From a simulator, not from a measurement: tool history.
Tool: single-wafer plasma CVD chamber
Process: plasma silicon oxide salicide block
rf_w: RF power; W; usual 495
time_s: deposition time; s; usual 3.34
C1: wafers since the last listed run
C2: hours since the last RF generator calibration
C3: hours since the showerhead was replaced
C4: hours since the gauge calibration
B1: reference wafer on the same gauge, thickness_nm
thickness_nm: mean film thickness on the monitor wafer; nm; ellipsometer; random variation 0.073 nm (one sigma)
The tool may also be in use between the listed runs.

Run 1, hour 0: usual settings but rf_w 545 W, time_s 3.84 s; C1 0; C2 1761; C3 3365.5; C4 158.9; B1 25.518. Result: thickness_nm 36.851 nm.
Run 2, hour 64.4: usual settings; C1 2013; C2 1825.4; C3 3429.9; C4 223.3; B1 25.569. Result: thickness_nm 31.053 nm.
Run 3, hour 115.9: usual settings but time_s 3.18 s; C1 1610; C2 1876.9; C3 3481.4; C4 274.8; B1 25.598. Result: thickness_nm 29.669 nm.
Run 4, hour 140.7: usual settings but time_s 3.06 s; C1 775; C2 1901.7; C3 3506.2; C4 299.6; B1 25.617. Result: thickness_nm 28.515 nm.
Run 5, hour 194.8: usual settings but time_s 3.06 s; C1 1691; C2 1955.8; C3 3560.3; C4 353.7; B1 25.645. Result: thickness_nm 28.629 nm.
Run 6, hour 263.8: usual settings but time_s 3.06 s; C1 2157; C2 2024.8; C3 3629.3; C4 422.7; B1 25.674. Result: thickness_nm 28.673 nm.
Run 7, hour 331: usual settings; C1 2101; C2 2092; C3 3696.5; C4 489.9; B1 25.726. Result: thickness_nm 31.122 nm.
Run 8, hour 425.1: usual settings but time_s 3.54 s; C1 2942; C2 2186.1; C3 3790.6; C4 584; B1 25.748. Result: thickness_nm 33.201 nm.
Run 9, hour 477.1: usual settings but time_s 3.54 s; C1 1626; C2 2238.1; C3 3842.6; C4 636; B1 25.773. Result: thickness_nm 33.344 nm.
Run 10, hour 536.8: usual settings but time_s 3.54 s; C1 1866; C2 2297.8; C3 3902.3; C4 695.7; B1 25.799. Result: thickness_nm 33.16 nm.
Run 11, hour 603: usual settings; C1 2070; C2 2364; C3 3968.5; C4 761.9; B1 25.817. Result: thickness_nm 31.42 nm.
Run 12, hour 647.3: usual settings; C1 1385; C2 2408.3; C3 4012.8; C4 806.2; B1 25.839. Result: thickness_nm 31.387 nm.
At hour 660.3: showerhead replaced.
Run 13, hour 712.8: usual settings; C1 1798; C2 2473.8; C3 52.5; C4 871.7; B1 25.818. Result: thickness_nm 31.378 nm.
Run 14, hour 754.5: usual settings; C1 1304; C2 2515.5; C3 94.2; C4 913.4; B1 25.844. Result: thickness_nm 31.387 nm.
Run 15, hour 798.1: usual settings; C1 1363; C2 2559.1; C3 137.8; C4 957; B1 25.834. Result: thickness_nm 31.398 nm.
Run 16, hour 869.6: usual settings; C1 2236; C2 2630.6; C3 209.3; C4 1028.5; B1 25.852. Result: thickness_nm 31.412 nm.
Run 17, hour 938.2: usual settings but rf_w 560 W, time_s 3.99 s; C1 2145; C2 2699.2; C3 277.9; C4 1097.1; B1 25.872. Result: thickness_nm 39.084 nm.
At hour 952.4: RF generator calibrated.
Run 18, hour 997.7: usual settings but rf_w 570 W, time_s 3.6 s; C1 1610; C2 45.3; C3 337.4; C4 1156.6; B1 25.888. Result: thickness_nm 35.596 nm.
Run 19, hour 1025.4: usual settings; C1 866; C2 73; C3 365.1; C4 1184.3; B1 25.879. Result: thickness_nm 31.451 nm.
Run 20, hour 1084.5: usual settings but rf_w 400 W, time_s 3.55 s; C1 1848; C2 132.1; C3 424.2; C4 1243.4; B1 25.866. Result: thickness_nm 31.051 nm.
At hour 1090.3: gauge calibrated.
Run 21, hour 1127.2: usual settings but rf_w 545 W, time_s 2.9 s; C1 1335; C2 174.8; C3 466.9; C4 36.9; B1 25.261. Result: thickness_nm 27.599 nm.
Run 22, hour 1166.9: usual settings but rf_w 455 W, time_s 2.83 s; C1 1241; C2 214.5; C3 506.6; C4 76.6; B1 25.323. Result: thickness_nm 25.268 nm.
Run 23, hour 1318.6: usual settings; C1 4744; C2 366.2; C3 658.3; C4 228.3; B1 25.438. Result: thickness_nm 30.96 nm.
Run 24, hour 1344.3: usual settings but time_s 3 s; C1 803; C2 391.9; C3 684; C4 254; B1 25.481. Result: thickness_nm 27.826 nm.
Run 25, hour 1384.4: usual settings; C1 1254; C2 432; C3 724.1; C4 294.1; B1 25.52. Result: thickness_nm 30.993 nm.
Run 26, hour 1429.8: usual settings but rf_w 590 W; C1 1419; C2 477.4; C3 769.5; C4 339.5; B1 25.537. Result: thickness_nm 33.101 nm.
Run 27, hour 1489.3: usual settings but rf_w 420 W, time_s 3.52 s; C1 1860; C2 536.9; C3 829; C4 399; B1 25.569. Result: thickness_nm 30.87 nm.
Run 28, hour 1551: usual settings but rf_w 545 W; C1 1929; C2 598.6; C3 890.7; C4 460.7; B1 25.612. Result: thickness_nm 32.096 nm.
Run 29, hour 1687.7: usual settings but rf_w 520 W, time_s 3.94 s; C1 4275; C2 735.3; C3 1027.4; C4 597.4; B1 25.669. Result: thickness_nm 37.443 nm.
Run 30, hour 1726.5: usual settings; C1 1213; C2 774.1; C3 1066.2; C4 636.2; B1 25.685. Result: thickness_nm 31.185 nm.
Run 31, hour 1778.6: usual settings but rf_w 440 W, time_s 2.9 s; C1 1629; C2 826.2; C3 1118.3; C4 688.3; B1 25.673. Result: thickness_nm 26.074 nm.
Run 32, hour 1805.6: usual settings but time_s 3.03 s; C1 844; C2 853.2; C3 1145.3; C4 715.3; B1 25.679. Result: thickness_nm 28.402 nm.

What the log doesn't show, run by run:
delivered RF power above the setpoint (%): 0 in every run
H1: gauge reads high (%)
run      H1
  1   0.785
  2    1.01
  3    1.17
  4    1.24
  5    1.38
  6    1.54
  7    1.66
  8    1.81
  9    1.88
 10    1.95
 11    2.01
 12    2.05
 13     2.1
 14    2.13
 15    2.16
 16    2.19
 17    2.22
 18    2.25
 19    2.26
 20    2.27
 21  -0.179
 22   0.015
 23   0.608
 24   0.689
 25   0.806
 26   0.926
 27    1.06
 28    1.19
 29    1.41
 30    1.46
 31    1.52
 32    1.55
